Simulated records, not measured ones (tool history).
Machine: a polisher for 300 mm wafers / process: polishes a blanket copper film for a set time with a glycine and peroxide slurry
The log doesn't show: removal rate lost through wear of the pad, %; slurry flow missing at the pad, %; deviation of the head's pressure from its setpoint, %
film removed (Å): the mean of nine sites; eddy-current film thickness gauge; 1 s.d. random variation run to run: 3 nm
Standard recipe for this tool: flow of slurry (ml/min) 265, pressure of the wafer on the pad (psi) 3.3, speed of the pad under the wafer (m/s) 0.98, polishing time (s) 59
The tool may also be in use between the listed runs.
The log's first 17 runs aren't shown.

run	day	flow of slurry (ml/min)	pressure of the wafer on the pad (psi)	speed of the pad under the wafer (m/s)	polishing time (s)	wafers since the last listed run	wafers polished on this pad	hours since the slurry nozzle was cleaned	hours since the head pressure was calibrated	incoming thickness of the incoming film, nm	film removed (Å)
# day 44.321: worn pad replaced by a new one, of another model than before
18	44.367	265	3.3	0.98	50	1033	10	134.4	1116.0	1119.1	2959
19	47.317	265	3.3	1.08	59	663	674	205.2	1186.8	1104.2	3520
20	48.879	265	3.3	0.98	59	351	1026	242.7	1224.3	1104.8	3266
# day 50.108: head pressure recalibrated
21	51.825	265	3.3	0.98	59	644	1670	313.4	41.2	1106.3	3144
22	53.108	205	2.8	0.68	47	288	1959	344.2	72.0	1096.3	1614
23	54.125	265	3.3	0.98	59	228	2188	368.6	96.4	1133.1	3133
24	55.438	265	2.4	0.98	77	295	2483	400.1	127.9	1122.7	3321
# day 56.600: slurry nozzle cleaned
25	63.125	265	3.3	0.98	59	1720	4204	156.6	312.4	1092.1	3503
# day 64.038: worn pad replaced by a new one
26	64.554	265	3.3	0.98	79	284	116	190.9	346.7	1102.9	4539
27	67.067	305	3.3	0.98	68	565	681	251.2	407.0	1101.7	3921
28	69.192	265	3.3	0.98	59	478	1159	302.2	458.0	1131.7	3208
29	70.396	265	2.2	1.20	59	271	1430	331.1	486.9	1103.9	2791
30	71.638	265	3.3	0.98	59	279	1710	360.9	516.7	1099.7	3122
31	72.758	265	3.0	0.98	59	252	1962	387.8	543.6	1123.8	2892
32	74.108	265	3.3	0.98	59	303	2266	420.2	576.0	1107.7	3033
33	75.396	265	3.3	0.88	59	289	2556	451.1	606.9	1110.2	2904
34	76.988	265	3.3	0.98	59	358	2914	489.3	645.1	1105.0	3043
# day 77.279: slurry nozzle cleaned
35	78.412	265	4.1	0.98	59	311	3225	27.2	679.3	1115.6	4243
36	79.808	205	2.6	1.24	59	314	3539	60.7	712.8	1088.2	3278
37	80.858	230	3.3	0.98	43	236	3776	85.9	738.0	1092.1	2477

Forecast each of these 4 alternatives for the next run:
A	80.875	265	3.3	0.98	59	3	3779	86.3	738.4	1097.0	?
B	80.875	230	2.8	0.98	40	3	3779	86.3	738.4	1097.0	?
C	80.875	305	3.7	1.32	47	3	3779	86.3	738.4	1097.0	?
D	80.875	190	3.7	0.98	59	3	3779	86.3	738.4	1097.0	?

run	film removed (Å)
A	3599
B	2111
C	3733
D	3354
Had the tool no hidden state, the same runs would have come out as:
run	film removed (Å)
A	3815
B	2274
C	3912
D	3735

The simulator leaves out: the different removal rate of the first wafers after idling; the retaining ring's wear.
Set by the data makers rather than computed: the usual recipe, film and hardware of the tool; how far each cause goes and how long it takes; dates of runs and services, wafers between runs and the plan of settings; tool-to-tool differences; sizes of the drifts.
